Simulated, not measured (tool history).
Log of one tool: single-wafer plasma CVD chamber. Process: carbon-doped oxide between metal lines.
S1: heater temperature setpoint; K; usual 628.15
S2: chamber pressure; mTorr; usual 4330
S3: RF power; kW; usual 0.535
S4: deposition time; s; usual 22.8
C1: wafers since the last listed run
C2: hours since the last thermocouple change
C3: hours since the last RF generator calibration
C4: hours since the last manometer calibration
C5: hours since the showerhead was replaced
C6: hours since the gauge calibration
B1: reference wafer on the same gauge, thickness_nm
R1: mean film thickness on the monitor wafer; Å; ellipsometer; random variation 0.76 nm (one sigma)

run    hour      S1    S2     S3    S4    C1      C2      C3      C4      C5      C6       B1       R1
  1       0  628.15  4330  0.535  22.8     0  1212.8   552.9  1583.4  4419.5   777.9  135.071  1259.13
  2      59  628.15  4330  0.535  22.8  1954  1271.8   611.9  1642.4  4478.5   836.9  135.093  1261.69
  3    93.7  628.15  4330  0.535  22.8  1149  1306.5   646.6  1677.1  4513.2   871.6  134.886  1274.86
  4     309  628.15  4330   0.56  22.8  7132  1521.8   861.9  1892.4  4728.5  1086.9  135.166  1329.54
  5   347.9  628.15  4330  0.535  22.8  1288  1560.7   900.8  1931.3  4767.4  1125.8  134.925  1264.73
  6   414.6  628.15  4330  0.535  22.8  2209  1627.4   967.5    1998  4834.1  1192.5  135.001  1250.82
  7     439  628.15  4330  0.535  24.2   808  1651.8   991.9  2022.4  4858.5  1216.9  134.966  1330.65
  8   501.4  628.15  4330  0.535  24.2  2067  1714.2  1054.3  2084.8  4920.9  1279.3  134.999  1336.33
  9     528  628.15  3570  0.535  22.8   881  1740.8  1080.9  2111.4  4947.5  1305.9  134.946  1229.05
 10   555.5  628.15  3570  0.535  22.8   910  1768.3  1108.4  2138.9    4975  1333.4  135.062  1232.03
 11     602  628.15  4330  0.535  22.8  1540  1814.8  1154.9  2185.4  5021.5  1379.9  135.129  1245.13
      754.9  -- capacitance manometer re-zeroed and calibrated
 12   778.8  628.15  4330  0.535  22.8  5591  1991.6  1331.7    23.9  5198.3  1556.7  135.085  1263.05
      810.2  -- gauge calibrated
 13   839.6  628.15  3970  0.535  26.3  2014  2052.4  1392.5    84.7  5259.1    29.4  134.952  1430.09
 14   888.6  628.15  4330  0.535  22.8  1623  2101.4  1441.5   133.7  5308.1    78.4  134.931  1269.92
 15   917.6  628.15  5090  0.535  20.6   960  2130.4  1470.5   162.7  5337.1   107.4  135.021  1177.02
        931  -- thermocouple changed; heater temperature recalibrated
 16   961.9  624.15  4330  0.535  26.2  1202    30.9  1514.8     207  5381.4   151.7  135.028     1451
      978.4  -- RF generator calibrated
 17     995  628.15  4330  0.535  22.8   831      64    16.6   240.1  5414.5   184.8  135.152  1271.99
 18  1032.6  621.15  4330  0.535  22.8  1245   101.6    54.2   277.7  5452.1   222.4   134.97  1277.27
     1090.5  -- showerhead replaced
 19  1096.8  641.15  5040  0.575  25.2  1861   165.8   118.4   341.9     6.3   286.6  134.942  1488.14
 20  1122.1  641.15  4640   0.63  22.8   838   191.1   143.7   367.2    31.6   311.9  134.917   1432.5
 21  1172.4  628.15  4330  0.535  22.8  1666   241.4     194   417.5    81.9   362.2  135.148  1259.59
 22  1241.6  628.15  3970  0.535  26.3  2292   310.6   263.2   486.7   151.1   431.4  135.108   1434.6
 23  1310.5  628.15  4330  0.605  18.3  2282   379.5   332.1   555.6     220   500.3  135.068  1129.77
 24  1356.7  628.15  3940   0.49  22.8  1530   425.7   378.3   601.8   266.2   546.5  135.076  1139.47
 25  1386.1  628.15  4330  0.535  22.8   973   455.1   407.7   631.2   295.6   575.9  135.054   1258.5

Forecast each of these 3 alternatives for the next run:
  A  1386.5  628.15  3970  0.535  22.8  13  455.5  408.1  631.6  296  576.3   ?   ?
  B  1386.5  628.15  5170  0.535  22.8  13  455.5  408.1  631.6  296  576.3   ?   ?
  C  1386.5  615.15  3540  0.535  22.8  13  455.5  408.1  631.6  296  576.3   ?   ?

run       B1       R1
  A  134.903   1232.1
  B  134.903   1293.8
  C  134.903  1250.31
Without the tool's hidden state the same runs would have given:
run       R1
  A   1232.1
  B   1293.8
  C  1250.31
